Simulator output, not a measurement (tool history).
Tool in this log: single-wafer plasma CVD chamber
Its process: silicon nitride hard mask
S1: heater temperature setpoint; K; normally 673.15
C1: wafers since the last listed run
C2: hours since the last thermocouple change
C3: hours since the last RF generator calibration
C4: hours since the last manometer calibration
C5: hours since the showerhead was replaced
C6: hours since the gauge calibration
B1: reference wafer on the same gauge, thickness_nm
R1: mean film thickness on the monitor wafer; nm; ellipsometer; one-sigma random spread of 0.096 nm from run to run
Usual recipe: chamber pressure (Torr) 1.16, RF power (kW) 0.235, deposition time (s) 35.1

Run 1, hour 0.0: usual settings but RF power (kW) 0.270, deposition time (s) 36.7; C1 0; C2 1449.6; C3 222.7; C4 831.9; C5 1693.3; C6 158.2; B1 25.117. Result: R1 35.449 nm.
Run 2, hour 27.6: usual settings but chamber pressure (Torr) 1.01, RF power (kW) 0.250; C1 609; C2 1477.2; C3 250.3; C4 859.5; C5 1720.9; C6 185.8; B1 25.104. Result: R1 30.305 nm.
Run 3, hour 87.6: usual settings but chamber pressure (Torr) 1.01, RF power (kW) 0.250; C1 1324; C2 1537.2; C3 310.3; C4 919.5; C5 1780.9; C6 245.8; B1 25.108. Result: R1 30.313 nm.
Run 4, hour 143.2: usual settings but deposition time (s) 30.7; C1 1227; C2 1592.8; C3 365.9; C4 975.1; C5 1836.5; C6 301.4; B1 25.104. Result: R1 26.249 nm.
Run 5, hour 222.3: usual settings but deposition time (s) 30.7; C1 1746; C2 1671.9; C3 445.0; C4 1054.2; C5 1915.6; C6 380.5; B1 25.100. Result: R1 26.227 nm.
Run 6, hour 268.5: usual settings but deposition time (s) 30.7; C1 1020; C2 1718.1; C3 491.2; C4 1100.4; C5 1961.8; C6 426.7; B1 25.085. Result: R1 26.232 nm.
Run 7, hour 327.5: usual settings; C1 1302; C2 1777.1; C3 550.2; C4 1159.4; C5 2020.8; C6 485.7; B1 25.095. Result: R1 29.972 nm.
At hour 364.5: capacitance manometer re-zeroed and calibrated.
Run 8, hour 381.3: usual settings; C1 1011; C2 1830.9; C3 604.0; C4 16.8; C5 2074.6; C6 539.5; B1 25.098. Result: R1 31.108 nm.
Run 9, hour 436.8: usual settings; C1 1225; C2 1886.4; C3 659.5; C4 72.3; C5 2130.1; C6 595.0; B1 25.093. Result: R1 31.086 nm.
Run 10, hour 469.4: usual settings; C1 719; C2 1919.0; C3 692.1; C4 104.9; C5 2162.7; C6 627.6; B1 25.092. Result: R1 31.021 nm.
At hour 502.1: capacitance manometer re-zeroed and calibrated, repeated, since the last time left the tool worse.
At hour 524.0: thermocouple changed; heater temperature recalibrated.
Run 11, hour 524.5: usual settings; C1 863; C2 0.5; C3 747.2; C4 22.4; C5 2217.8; C6 682.7; B1 25.106. Result: R1 30.430 nm.
Run 12, hour 564.3: usual settings but RF power (kW) 0.250; C1 878; C2 40.3; C3 787.0; C4 62.2; C5 2257.6; C6 722.5; B1 25.099. Result: R1 32.206 nm.
At hour 580.2: gauge calibrated.
Run 13, hour 682.4: usual settings but S1 682.15 K, chamber pressure (Torr) 1.29, RF power (kW) 0.260, deposition time (s) 28.8; C1 2607; C2 158.4; C3 905.1; C4 180.3; C5 2375.7; C6 102.2; B1 25.094. Result: R1 27.934 nm.
Run 14, hour 711.4: usual settings but deposition time (s) 32.2; C1 640; C2 187.4; C3 934.1; C4 209.3; C5 2404.7; C6 131.2; B1 25.102. Result: R1 27.820 nm.
Run 15, hour 747.3: usual settings but deposition time (s) 32.4; C1 792; C2 223.3; C3 970.0; C4 245.2; C5 2440.6; C6 167.1; B1 25.109. Result: R1 27.814 nm.
At hour 765.7: RF generator calibrated.
Run 16, hour 806.9: usual settings but RF power (kW) 0.280; C1 1139; C2 282.9; C3 41.2; C4 304.8; C5 2500.2; C6 226.7; B1 25.093. Result: R1 35.192 nm.
At hour 821.4: showerhead replaced.
Run 17, hour 833.0: usual settings; C1 399; C2 309.0; C3 67.3; C4 330.9; C5 11.6; C6 252.8; B1 25.091. Result: R1 30.189 nm.
Run 18, hour 881.4: usual settings but S1 668.15 K, chamber pressure (Torr) 1.34, RF power (kW) 0.270, deposition time (s) 29.6; C1 1068; C2 357.4; C3 115.7; C4 379.3; C5 60.0; C6 301.2; B1 25.099. Result: R1 30.021 nm.
Run 19, hour 931.8: usual settings but chamber pressure (Torr) 0.88, deposition time (s) 41.6; C1 1112; C2 407.8; C3 166.1; C4 429.7; C5 110.4; C6 351.6; B1 25.104. Result: R1 32.568 nm.
Run 20, hour 983.0: usual settings but chamber pressure (Torr) 0.88, RF power (kW) 0.220; C1 1130; C2 459.0; C3 217.3; C4 480.9; C5 161.6; C6 402.8; B1 25.101. Result: R1 25.756 nm.
Run 21, hour 1014.9: usual settings but S1 663.15 K, chamber pressure (Torr) 0.87, deposition time (s) 38.0; C1 704; C2 490.9; C3 249.2; C4 512.8; C5 193.5; C6 434.7; B1 25.099. Result: R1 29.854 nm.
Run 22, hour 1070.5: usual settings; C1 1227; C2 546.5; C3 304.8; C4 568.4; C5 249.1; C6 490.3; B1 25.103. Result: R1 30.018 nm.
Run 23, hour 1145.3: usual settings but RF power (kW) 0.190; C1 1651; C2 621.3; C3 379.6; C4 643.2; C5 323.9; C6 565.1; B1 25.084. Result: R1 24.374 nm.

Forecast each of these 5 alternatives for the next run:
Run A, hour 1145.7: usual settings but S1 665.15 K; C1 8; C2 621.7; C3 380.0; C4 643.6; C5 324.3; C6 565.5; B1 ?. Result: R1 ?.
Run B, hour 1145.7: usual settings but S1 668.15 K, RF power (kW) 0.280, deposition time (s) 42.0; C1 8; C2 621.7; C3 380.0; C4 643.6; C5 324.3; C6 565.5; B1 ?. Result: R1 ?.
Run C, hour 1145.7: usual settings but RF power (kW) 0.280, deposition time (s) 37.1; C1 8; C2 621.7; C3 380.0; C4 643.6; C5 324.3; C6 565.5; B1 ?. Result: R1 ?.
Run D, hour 1145.7: usual settings but S1 688.15 K, RF power (kW) 0.270, deposition time (s) 38.8; C1 8; C2 621.7; C3 380.0; C4 643.6; C5 324.3; C6 565.5; B1 ?. Result: R1 ?.
Run E, hour 1145.7: usual settings but chamber pressure (Torr) 1.00; C1 8; C2 621.7; C3 380.0; C4 643.6; C5 324.3; C6 565.5; B1 ?. Result: R1 ?.

run      B1      R1
  A  25.108  30.226
  B  25.108  41.983
  C  25.108  37.012
  D  25.108  37.300
  E  25.108  28.687
With no hidden state in the tool, these same runs would have given:
run      R1
  A  30.482
  B  42.339
  C  37.325
  D  37.616
  E  28.934

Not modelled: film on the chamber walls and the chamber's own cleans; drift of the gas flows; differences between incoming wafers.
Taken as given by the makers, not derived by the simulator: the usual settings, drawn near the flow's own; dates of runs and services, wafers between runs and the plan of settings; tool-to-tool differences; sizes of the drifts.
